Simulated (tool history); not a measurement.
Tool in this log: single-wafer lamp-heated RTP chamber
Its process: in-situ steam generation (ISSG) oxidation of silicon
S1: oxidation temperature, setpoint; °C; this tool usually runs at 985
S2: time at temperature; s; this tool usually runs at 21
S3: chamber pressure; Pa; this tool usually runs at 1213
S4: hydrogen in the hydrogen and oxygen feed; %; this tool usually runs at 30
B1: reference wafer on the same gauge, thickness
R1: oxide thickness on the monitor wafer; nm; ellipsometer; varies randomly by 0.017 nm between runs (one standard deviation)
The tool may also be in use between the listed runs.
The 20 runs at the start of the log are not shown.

| run | hour | S1 | S2 | S3 | S4 | B1 | R1 |
|---|---|---|---|---|---|---|---|
|  | 1690.8 | pyrometer window cleaned and pyrometer calibrated |
| 21 | 1772.8 | 996 | 28 | 1133 | 27 | 4.501 | 5.873 |
| 22 | 1830.3 | 985 | 27 | 1360 | 32 | 4.502 | 5.57 |
| 23 | 1932.4 | 985 | 21 | 1213 | 30 | 4.502 | 5.004 |
| 24 | 2030.7 | 999 | 15 | 1107 | 22 | 4.499 | 4.338 |
| 25 | 2104.7 | 985 | 21 | 1213 | 30 | 4.505 | 5.07 |
| 26 | 2165.3 | 985 | 21 | 1213 | 30 | 4.495 | 5.088 |
| 27 | 2247.3 | 985 | 28 | 1333 | 27 | 4.503 | 5.59 |
|  | 2261.3 | pyrometer window cleaned and pyrometer calibrated |
| 28 | 2352.4 | 972 | 17 | 1213 | 32 | 4.5 | 4.436 |
| 29 | 2408.3 | 985 | 21 | 1213 | 30 | 4.507 | 5.005 |
| 30 | 2513 | 1003 | 27 | 1027 | 30 | 4.499 | 6.181 |

Below are 5 alternative next runs, each starting from the tool's condition after run 30. Predict each:
| A | 2513.5 | 985 | 27 | 1213 | 30 | ? | ? |
| B | 2513.5 | 985 | 16 | 1360 | 30 | ? | ? |
| C | 2513.5 | 969 | 21 | 1213 | 30 | ? | ? |
| D | 2513.5 | 972 | 18 | 1347 | 23 | ? | ? |
| E | 2513.5 | 979 | 27 | 1333 | 24 | ? | ? |

| run | B1 | R1 |
|---|---|---|
| A | 4.502 | 5.613 |
| B | 4.502 | 4.345 |
| C | 4.502 | 4.726 |
| D | 4.502 | 4.128 |
| E | 4.502 | 5.131 |
What these runs would have given with no unlogged condition in the tool:
| run | R1 |
|---|---|
| A | 5.58 |
| B | 4.323 |
| C | 4.702 |
| D | 4.108 |
| E | 5.101 |
